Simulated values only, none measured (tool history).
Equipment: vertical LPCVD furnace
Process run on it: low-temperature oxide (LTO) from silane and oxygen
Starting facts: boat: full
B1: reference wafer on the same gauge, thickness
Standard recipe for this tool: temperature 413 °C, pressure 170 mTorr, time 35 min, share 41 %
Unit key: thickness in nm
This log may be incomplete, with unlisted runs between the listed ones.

run 1 hour=0 | temperature=404 pressure=170 time=35 share=41 | B1=315.85 | thickness=277.23
run 2 hour=18.6 | temperature=413 pressure=170 time=35 share=41 | B1=316.12 | thickness=305.26
run 3 hour=32.9 | temperature=413 pressure=170 time=35 share=41 | B1=316.03 | thickness=306.75
-- hour=89.2 pressure gauge zeroed
run 4 hour=89.7 | temperature=413 pressure=170 time=35 share=41 | B1=316.03 | thickness=305.98
run 5 hour=94.8 | temperature=418 pressure=170 time=35 share=41 | B1=316.11 | thickness=322.64
run 6 hour=99.8 | temperature=418 pressure=170 time=35 share=41 | B1=315.93 | thickness=321.57
-- hour=113.8 gauge calibrated
-- hour=120.9 silane flow controller replaced
-- hour=145.2 thermocouples replaced and temperature profile calibrated
run 7 hour=145.7 | temperature=418 pressure=170 time=35 share=41 | B1=316.02 | thickness=321.8
run 8 hour=150.8 | temperature=418 pressure=170 time=44.5 share=41 | B1=316.13 | thickness=409.94
run 9 hour=155.8 | temperature=413 pressure=170 time=35 share=41 | B1=316.01 | thickness=305.82
run 10 hour=160.9 | temperature=407 pressure=170 time=49 share=37 | B1=315.88 | thickness=355.42
run 11 hour=170.7 | temperature=413 pressure=190 time=35 share=35 | B1=315.96 | thickness=281.85
run 12 hour=187.6 | temperature=418 pressure=170 time=44.5 share=41 | B1=316.06 | thickness=408.21
run 13 hour=206 | temperature=413 pressure=170 time=21.5 share=41 | B1=315.96 | thickness=187.37
run 14 hour=220.5 | temperature=413 pressure=170 time=35 share=34 | B1=316.11 | thickness=242.45
run 15 hour=238.5 | temperature=413 pressure=170 time=35 share=41 | B1=316 | thickness=304.82

Consider 5 possible next runs. They are alternatives, not a sequence: every one starts from the tool as it was left by run 15. What does each give?
run A hour=243.7 | temperature=413 pressure=170 time=43.5 share=41 | B1=? | thickness=?
run B hour=243.7 | temperature=402 pressure=130 time=24.5 share=39 | B1=? | thickness=?
run C hour=243.7 | temperature=413 pressure=170 time=22 share=48 | B1=? | thickness=?
run D hour=243.7 | temperature=416 pressure=130 time=35 share=41 | B1=? | thickness=?
run E hour=243.7 | temperature=413 pressure=170 time=30 share=41 | B1=? | thickness=?

run=A B1=315.91 thickness=380.35
run=B B1=315.91 thickness=137.37
run=C B1=315.91 thickness=224.98
run=D B1=315.91 thickness=241.4
run=E B1=315.91 thickness=262.31
What these runs would have given with no unlogged condition in the tool:
run=A thickness=380.35
run=B thickness=137.37
run=C thickness=224.98
run=D thickness=241.4
run=E thickness=262.31
